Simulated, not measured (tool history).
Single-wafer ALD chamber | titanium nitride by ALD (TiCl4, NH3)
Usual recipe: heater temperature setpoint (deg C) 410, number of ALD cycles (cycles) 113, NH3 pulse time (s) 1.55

run	day	heater temperature setpoint (deg C)	number of ALD cycles (cycles)	NH3 pulse time (s)	wafers since the last listed run	hours since the last thermocouple change	hours since the showerhead was replaced	hours since the gauge calibration	read-back reference wafer on the same gauge, thickness_nm	mean film thickness on the monitor wafer (Å)
1	0	410	113	1.81	0	2246.5	5813.5	247.5	2.189	25.39
2	1.175	410	113	1.55	90	2274.7	5841.7	275.7	2.19	25.25
3	2.496	410	113	1.83	101	2306.4	5873.4	307.4	2.191	25.48
4	3.446	410	113	1.55	73	2329.2	5896.2	330.2	2.188	25.3
5	4.567	410	113	1.55	86	2356.1	5923.1	357.1	2.191	25.35
6	5.579	410	113	1.55	78	2380.4	5947.4	381.4	2.19	25.21
7	6.704	410	113	1.55	86	2407.4	5974.4	408.4	2.189	25.13
8	8.129	410	113	1.55	109	2441.6	6008.6	442.6	2.191	25.24
9	9.6	410	108	1.55	113	2476.9	6043.9	477.9	2.191	24.15
10	10.675	410	108	1.55	82	2502.7	6069.7	503.7	2.189	24.01
11	12.117	416	113	1.55	111	2537.3	6104.3	538.3	2.19	25.27
12	13.517	416	113	1.55	107	2570.9	6137.9	571.9	2.193	25.25
13	14.217	416	113	1.55	53	2587.7	6154.7	588.7	2.191	25.27
14	15.508	410	113	1.55	99	2618.7	6185.7	619.7	2.187	25.19
# day 16.346: thermocouple changed; heater temperature recalibrated
15	16.554	410	113	1.55	54	5	6210.8	644.8	2.19	25.29
16	17.667	410	121	1.55	85	31.7	6237.5	671.5	2.189	27.03
17	18.962	410	98	1.99	99	62.8	6268.6	702.6	2.191	22.08
# day 19.354: gauge calibrated
18	19.717	406	122	1.16	58	80.9	6286.7	8.7	2.191	26.81
19	20.862	410	125	1.82	88	108.4	6314.2	36.2	2.192	28.15

What will run 20 give?
20	21.629	423	107	1.55	59	126.8	6332.6	54.6	?	?

{"run 20": {"read-back reference wafer on the same gauge, thickness_nm": 2.191, "mean film thickness on the monitor wafer (Å)": 24.03}}
Had the tool carried no hidden state, the very same run would have given mean film thickness on the monitor wafer (Å) 24.03.
